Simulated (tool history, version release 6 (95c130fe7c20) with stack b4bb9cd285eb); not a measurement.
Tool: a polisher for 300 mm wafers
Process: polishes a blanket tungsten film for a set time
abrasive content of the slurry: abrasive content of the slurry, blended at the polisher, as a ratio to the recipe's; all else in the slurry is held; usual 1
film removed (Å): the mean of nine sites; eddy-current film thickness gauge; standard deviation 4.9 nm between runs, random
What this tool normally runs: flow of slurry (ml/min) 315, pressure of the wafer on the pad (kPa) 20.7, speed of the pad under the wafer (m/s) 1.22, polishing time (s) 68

run,hour,flow of slurry (ml/min),pressure of the wafer on the pad (kPa),speed of the pad under the wafer (m/s),abrasive content of the slurry,polishing time (s),wafers since the last listed run,wafers polished on this pad,hours since the slurry nozzle was cleaned,hours since the head pressure was calibrated,hours since the slurry blender was calibrated,hours since the slurry got fresh peroxide,"incoming thickness of the incoming film, nm",film removed (Å)
1,0,315,20.7,1.22,1.1,68,0,1434,363.2,49.7,131.3,50.4,1273,3647
2,25.6,315,20.7,1.22,1,68,217,1652,388.8,75.3,156.9,76,1269.6,3517
# hour 32.1: slurry nozzle cleaned
3,67.5,315,20.7,1.22,1,68,347,2000,35.4,117.2,198.8,117.9,1289.3,3543
4,112.5,315,20.7,1.22,1,68,382,2382,80.4,162.2,243.8,162.9,1284.4,3410
5,143.8,315,20.7,1.22,1,68,266,2648,111.7,193.5,275.1,194.2,1307.5,3353
6,201.2,315,20.7,1.22,1.1,68,488,3137,169.1,250.9,332.5,251.6,1272.7,3325
# hour 257.9: slurry blender recalibrated
7,263.3,375,20.7,1.22,0.8,85,511,3648,231.2,313,5.4,313.7,1278.4,3726
# hour 283.9: worn pad replaced by a new one
8,403.6,315,20.7,0.92,1,54,1159,1017,371.5,453.3,145.7,454,1291.2,2173
# hour 432.9: slurry tank refilled with fresh slurry and peroxide
9,466.1,315,18.6,0.82,1.2,68,523,1541,434,515.8,208.2,33.2,1299.3,2282
10,490.3,365,20.7,1.06,1,84,205,1746,458.2,540,232.4,57.4,1298.4,3883
# hour 511.9: slurry nozzle cleaned
11,545.9,315,20.7,1.54,1,68,464,2211,34,595.6,288,113,1269.4,4437
# hour 595.9: head pressure recalibrated
12,599.8,315,20.7,1.22,1,68,441,2652,87.9,3.9,341.9,166.9,1310.1,3394
13,652,315,20.7,1.22,0.8,68,443,3096,140.1,56.1,394.1,219.1,1291.9,3127
14,682.6,315,20.7,1.22,1,68,260,3356,170.7,86.7,424.7,249.7,1306.5,3283
# hour 768.2: slurry blender recalibrated
# hour 775.4: worn pad replaced by a new one
15,825.3,375,20.7,1.22,1,68,1162,424,313.4,229.4,57.1,392.4,1284.9,3662
16,892.3,315,20.7,1.22,1,68,569,994,380.4,296.4,124.1,459.4,1301,3680
17,935.4,315,20.7,1.22,1,68,366,1361,423.5,339.5,167.2,502.5,1297.3,3619
# hour 941.3: slurry tank refilled with fresh slurry and peroxide
18,977.8,315,20.7,1.22,1.1,68,352,1713,465.9,381.9,209.6,36.5,1288.1,3634
# hour 989.8: slurry nozzle cleaned
19,1045.2,405,20.7,1.22,1,68,564,2277,55.4,449.3,277,103.9,1287.4,3559
20,1133.5,315,20.7,1.54,0.85,47,751,3029,143.7,537.6,365.3,192.2,1271.7,2800
# hour 1158.9: worn pad replaced by a new one
21,1178.3,220,20.7,0.8,0.8,68,347,165,188.5,582.4,410.1,237,1281.6,2104
# hour 1200.6: head pressure recalibrated
22,1248.4,315,25.5,1.22,1,68,579,744,258.6,47.8,480.2,307.1,1281.5,4299
# hour 1280.2: slurry blender recalibrated
23,1287.2,315,20.7,1.22,1,68,312,1057,297.4,86.6,7,345.9,1308.4,3592
24,1331.1,410,20.7,1.48,0.75,57,373,1430,341.3,130.5,50.9,389.8,1287.9,3397
25,1364.2,275,20.7,1.22,1,68,281,1712,374.4,163.6,84,422.9,1291.6,3477
# hour 1420.5: slurry tank refilled with fresh slurry and peroxide
26,1429.5,315,20.7,1.22,1,68,546,2259,439.7,228.9,149.3,9,1318.3,3405

Below are 4 alternative next runs, each starting from the tool's condition after run 26. Predict each:
A,1429.9,315,20.7,1.38,1,68,3,2262,440.1,229.3,149.7,9.4,1277.1,?
B,1429.9,315,20.7,1.34,1,68,3,2262,440.1,229.3,149.7,9.4,1277.1,?
C,1429.9,385,15.9,1.22,1,92,3,2262,440.1,229.3,149.7,9.4,1277.1,?
D,1429.9,390,20.7,1.22,1,68,3,2262,440.1,229.3,149.7,9.4,1277.1,?

run,film removed (Å)
A,3879
B,3766
C,3696
D,3475
Stripped of hidden state, with their random variation kept, the same runs would have yielded:
run,film removed (Å)
A,4195
B,4073
C,3997
D,3758
